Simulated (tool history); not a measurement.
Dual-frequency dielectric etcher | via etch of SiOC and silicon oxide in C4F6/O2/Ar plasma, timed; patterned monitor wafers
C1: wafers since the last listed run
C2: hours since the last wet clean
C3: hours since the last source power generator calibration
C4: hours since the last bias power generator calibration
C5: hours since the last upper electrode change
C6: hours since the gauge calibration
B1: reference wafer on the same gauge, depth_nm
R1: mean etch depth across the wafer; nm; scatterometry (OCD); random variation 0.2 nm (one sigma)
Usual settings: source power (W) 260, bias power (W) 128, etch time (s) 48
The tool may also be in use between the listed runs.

{"run": 1, "hour": 0.0, "source power (W)": 260, "bias power (W)": 128, "etch time (s)": 48, "C1": 0, "C2": 319.3, "C3": 4065.9, "C4": 3468, "C5": 1317.6, "C6": 490, "B1": 41.72, "R1": 39.78}
{"hour": 9.5, "done": "wet clean of the chamber"}
{"run": 2, "hour": 47.1, "source power (W)": 280, "bias power (W)": 137, "etch time (s)": 48, "C1": 577, "C2": 37.6, "C3": 4113, "C4": 3515.1, "C5": 1364.7, "C6": 537.1, "B1": 41.81, "R1": 44.04}
{"run": 3, "hour": 76.6, "source power (W)": 280, "bias power (W)": 137, "etch time (s)": 48, "C1": 452, "C2": 67.1, "C3": 4142.5, "C4": 3544.6, "C5": 1394.2, "C6": 566.6, "B1": 41.83, "R1": 43.52}
{"run": 4, "hour": 115.1, "source power (W)": 260, "bias power (W)": 112, "etch time (s)": 48, "C1": 591, "C2": 105.6, "C3": 4181, "C4": 3583.1, "C5": 1432.7, "C6": 605.1, "B1": 41.82, "R1": 38.49}
{"run": 5, "hour": 185.4, "source power (W)": 260, "bias power (W)": 128, "etch time (s)": 36.5, "C1": 1079, "C2": 175.9, "C3": 4251.3, "C4": 3653.4, "C5": 1503, "C6": 675.4, "B1": 41.82, "R1": 30.86}
{"run": 6, "hour": 252.2, "source power (W)": 260, "bias power (W)": 128, "etch time (s)": 36.5, "C1": 1025, "C2": 242.7, "C3": 4318.1, "C4": 3720.2, "C5": 1569.8, "C6": 742.2, "B1": 41.84, "R1": 30.7}
{"hour": 355.5, "done": "wet clean of the chamber"}
{"run": 7, "hour": 356.0, "source power (W)": 260, "bias power (W)": 128, "etch time (s)": 36.5, "C1": 1225, "C2": 0.5, "C3": 4421.9, "C4": 3824, "C5": 1673.6, "C6": 846, "B1": 41.8, "R1": 32.34}
{"run": 8, "hour": 417.3, "source power (W)": 260, "bias power (W)": 128, "etch time (s)": 48, "C1": 941, "C2": 61.8, "C3": 4483.2, "C4": 3885.3, "C5": 1734.9, "C6": 907.3, "B1": 41.76, "R1": 41.82}
{"run": 9, "hour": 452.1, "source power (W)": 260, "bias power (W)": 128, "etch time (s)": 48, "C1": 534, "C2": 96.6, "C3": 4518, "C4": 3920.1, "C5": 1769.7, "C6": 942.1, "B1": 41.79, "R1": 41.5}
{"hour": 472.9, "done": "bias power generator calibrated"}
{"run": 10, "hour": 502.0, "source power (W)": 260, "bias power (W)": 128, "etch time (s)": 48, "C1": 704, "C2": 146.5, "C3": 4567.9, "C4": 29.1, "C5": 1819.6, "C6": 992, "B1": 41.76, "R1": 41.12}
{"run": 11, "hour": 533.6, "source power (W)": 260, "bias power (W)": 128, "etch time (s)": 48, "C1": 485, "C2": 178.1, "C3": 4599.5, "C4": 60.7, "C5": 1851.2, "C6": 1023.6, "B1": 41.76, "R1": 40.72}
{"run": 12, "hour": 561.5, "source power (W)": 260, "bias power (W)": 128, "etch time (s)": 48, "C1": 428, "C2": 206, "C3": 4627.4, "C4": 88.6, "C5": 1879.1, "C6": 1051.5, "B1": 41.8, "R1": 41.03}
{"run": 13, "hour": 587.0, "source power (W)": 260, "bias power (W)": 128, "etch time (s)": 48, "C1": 391, "C2": 231.5, "C3": 4652.9, "C4": 114.1, "C5": 1904.6, "C6": 1077, "B1": 41.83, "R1": 40.67}
{"run": 14, "hour": 630.2, "source power (W)": 260, "bias power (W)": 113, "etch time (s)": 48, "C1": 663, "C2": 274.7, "C3": 4696.1, "C4": 157.3, "C5": 1947.8, "C6": 1120.2, "B1": 41.73, "R1": 38.43}
{"run": 15, "hour": 661.2, "source power (W)": 280, "bias power (W)": 128, "etch time (s)": 48, "C1": 475, "C2": 305.7, "C3": 4727.1, "C4": 188.3, "C5": 1978.8, "C6": 1151.2, "B1": 41.79, "R1": 41.65}
{"hour": 724.8, "done": "wet clean of the chamber"}
{"run": 16, "hour": 725.3, "source power (W)": 260, "bias power (W)": 128, "etch time (s)": 48, "C1": 615, "C2": 0.5, "C3": 4791.2, "C4": 252.4, "C5": 2042.9, "C6": 1215.3, "B1": 41.77, "R1": 42.32}
{"run": 17, "hour": 759.0, "source power (W)": 260, "bias power (W)": 128, "etch time (s)": 48, "C1": 517, "C2": 34.2, "C3": 4824.9, "C4": 286.1, "C5": 2076.6, "C6": 1249, "B1": 41.75, "R1": 41.89}
{"hour": 809.3, "done": "upper electrode replaced"}
{"run": 18, "hour": 809.8, "source power (W)": 240, "bias power (W)": 144, "etch time (s)": 52, "C1": 411, "C2": 85, "C3": 4875.7, "C4": 336.9, "C5": 0.5, "C6": 1299.8, "B1": 41.73, "R1": 46.32}
{"hour": 834.7, "done": "gauge calibrated"}
{"run": 19, "hour": 853.9, "source power (W)": 260, "bias power (W)": 150, "etch time (s)": 48, "C1": 677, "C2": 129.1, "C3": 4919.8, "C4": 381, "C5": 44.6, "C6": 19.2, "B1": 41.74, "R1": 44.53}
{"run": 20, "hour": 920.9, "source power (W)": 260, "bias power (W)": 128, "etch time (s)": 62, "C1": 1028, "C2": 196.1, "C3": 4986.8, "C4": 448, "C5": 111.6, "C6": 86.2, "B1": 41.83, "R1": 53.08}
{"hour": 931.2, "done": "source power generator calibrated"}
{"run": 21, "hour": 978.4, "source power (W)": 260, "bias power (W)": 150, "etch time (s)": 48, "C1": 821, "C2": 253.6, "C3": 47.2, "C4": 505.5, "C5": 169.1, "C6": 143.7, "B1": 41.82, "R1": 43.59}
{"hour": 1035.0, "done": "wet clean of the chamber"}
{"run": 22, "hour": 1035.5, "source power (W)": 310, "bias power (W)": 128, "etch time (s)": 48, "C1": 508, "C2": 0.5, "C3": 104.3, "C4": 562.6, "C5": 226.2, "C6": 200.8, "B1": 41.77, "R1": 44.56}
{"run": 23, "hour": 1060.5, "source power (W)": 220, "bias power (W)": 146, "etch time (s)": 48, "C1": 383, "C2": 25.5, "C3": 129.3, "C4": 587.6, "C5": 251.2, "C6": 225.8, "B1": 41.72, "R1": 42.41}
{"run": 24, "hour": 1122.0, "source power (W)": 240, "bias power (W)": 112, "etch time (s)": 35.5, "C1": 944, "C2": 87, "C3": 190.8, "C4": 649.1, "C5": 312.7, "C6": 287.3, "B1": 41.74, "R1": 28.08}
{"run": 25, "hour": 1184.7, "source power (W)": 260, "bias power (W)": 128, "etch time (s)": 48, "C1": 962, "C2": 149.7, "C3": 253.5, "C4": 711.8, "C5": 375.4, "C6": 350, "B1": 41.84, "R1": 41.04}
{"run": 26, "hour": 1247.0, "source power (W)": 260, "bias power (W)": 128, "etch time (s)": 48, "C1": 956, "C2": 212, "C3": 315.8, "C4": 774.1, "C5": 437.7, "C6": 412.3, "B1": 41.83, "R1": 40.45}

Hidden state at the last listed run before each entry between runs and at the first one after, where it differs:
Between runs 1 and 2: wet clean of the chamber (hour 9.5)
  etch rate over this chamber's usual, %: -4.59 -> -1.29
  measured less the result without the state, R1: -1.91 -> -0.58 nm
Between runs 6 and 7: wet clean of the chamber (hour 355.5)
  etch rate over this chamber's usual, %: -4.33 -> 0.407
  measured less the result without the state, R1: -1.39 -> +0.13 nm
Between runs 9 and 10: bias power generator calibrated (hour 472.9)
  etch rate over this chamber's usual, %: -1.02 -> -1.76
  measured less the result without the state, R1: -0.43 -> -0.73 nm
Between runs 15 and 16: wet clean of the chamber (hour 724.8)
  etch rate over this chamber's usual, %: -4.12 -> 0.208
  measured less the result without the state, R1: -1.79 -> +0.09 nm
Between runs 17 and 18: upper electrode replaced (hour 809.3)
  etch rate over this chamber's usual, %: -0.292 -> -1.05
  measured less the result without the state, R1: -0.12 -> -0.49 nm
Between runs 18 and 19: gauge calibrated (hour 834.7)
  etch rate over this chamber's usual, %: -1.05 -> -1.7
  measured less the result without the state, R1: -0.49 -> -0.77 nm
Between runs 20 and 21: source power generator calibrated (hour 931.2)
  etch rate over this chamber's usual, %: -2.69 -> -3.55
  measured less the result without the state, R1: -1.47 -> -1.61 nm
Between runs 21 and 22: wet clean of the chamber (hour 1035)
  etch rate over this chamber's usual, %: -3.55 -> 0.0566
  measured less the result without the state, R1: -1.61 -> +0.03 nm
